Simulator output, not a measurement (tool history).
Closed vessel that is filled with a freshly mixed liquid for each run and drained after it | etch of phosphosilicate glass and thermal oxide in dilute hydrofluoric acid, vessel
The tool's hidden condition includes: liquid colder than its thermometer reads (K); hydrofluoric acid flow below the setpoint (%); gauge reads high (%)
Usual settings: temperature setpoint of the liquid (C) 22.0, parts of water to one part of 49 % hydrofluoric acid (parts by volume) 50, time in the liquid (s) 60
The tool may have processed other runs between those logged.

run,hour,temperature setpoint of the liquid (C),parts of water to one part of 49 % hydrofluoric acid (parts by volume),time in the liquid (s),wafers since the last listed run,hours since the thermometer was replaced,hours since the hydrofluoric acid flow meter was replaced,hours since the gauge calibration,"read-back film thickness of the phosphosilicate glass reference wafer, read on the same gauge (nm)","read-back film thickness of the thermal oxide reference wafer, read on the same gauge (nm)",thickness taken off the phosphosilicate glass on a monitor wafer (Å),thickness taken off the thermal oxide on a monitor wafer (Å)
1,0.0,26.0,50,60,0,102.0,1686.7,724.8,130.02,40.02,1556.6,60.0
2,6.4,22.0,50,60,505,108.4,1693.1,731.2,130.01,40.01,1324.6,50.9
# hour 7.9: hydrofluoric acid flow meter replaced
3,14.4,22.0,65,60,553,116.4,6.5,739.2,130.00,39.97,1078.4,41.0
4,23.8,22.0,50,60,742,125.8,15.9,748.6,129.97,39.99,1420.3,54.5
5,37.2,17.5,50,80,1058,139.2,29.3,762.0,130.00,40.01,1567.0,60.7
6,47.3,20.5,50,60,798,149.3,39.4,772.1,129.99,40.03,1336.6,51.8
7,61.0,22.0,50,60,1082,163.0,53.1,785.8,129.99,40.00,1415.9,54.5
8,67.3,18.0,50,30,497,169.3,59.4,792.1,130.00,40.01,594.9,23.1
9,81.0,22.0,50,60,1082,183.0,73.1,805.8,129.97,40.01,1409.5,54.0
# hour 81.4: gauge calibrated
10,91.8,27.0,50,75,853,193.8,83.9,10.4,130.00,39.96,2166.8,84.5
11,107.8,25.5,75,45,1264,209.8,99.9,26.4,129.99,40.02,785.6,30.4
12,116.8,21.0,50,60,711,218.8,108.9,35.4,130.02,39.99,1353.0,52.4
13,125.7,22.0,35,60,703,227.7,117.8,44.3,129.99,39.97,2054.9,78.8
14,137.1,18.0,50,30,900,239.1,129.2,55.7,130.01,39.96,596.0,22.9
15,149.6,17.5,50,45,987,251.6,141.7,68.2,130.02,40.02,871.4,33.8
16,166.0,22.0,75,60,1296,268.0,158.1,84.6,129.96,40.00,905.2,34.4
17,181.9,22.0,40,60,1256,283.9,174.0,100.5,130.00,40.03,1776.6,68.5
18,190.8,27.0,65,95,703,292.8,182.9,109.4,129.99,40.02,2064.4,79.0
19,197.8,19.5,70,85,553,299.8,189.9,116.4,130.00,40.01,1240.2,48.0
20,205.4,22.0,50,90,600,307.4,197.5,124.0,130.01,40.04,2096.3,81.0
21,216.5,23.5,50,85,877,318.5,208.6,135.1,130.02,39.97,2116.7,81.2
22,232.3,22.0,50,45,1248,334.3,224.4,150.9,130.04,40.01,1045.1,40.5
23,245.0,26.5,50,60,1003,347.0,237.1,163.6,129.99,40.06,1678.4,64.6
24,260.3,19.5,70,85,1209,362.3,252.4,178.9,129.99,39.97,1245.9,47.6

Run 25, settings as shown, results not yet in. Your forecast:
25,290.2,19.0,70,45,2362,392.2,282.3,208.8,?,?,?,?

read-back film thickness of the phosphosilicate glass reference wafer, read on the same gauge (nm): 130.02
read-back film thickness of the thermal oxide reference wafer, read on the same gauge (nm): 40.04
thickness taken off the phosphosilicate glass on a monitor wafer (Å): 637.9
thickness taken off the thermal oxide on a monitor wafer (Å): 24.4
Minus the tool's unlogged condition, the same run would have read thickness taken off the phosphosilicate glass on a monitor wafer (Å) 672.1, thickness taken off the thermal oxide on a monitor wafer (Å) 25.7.
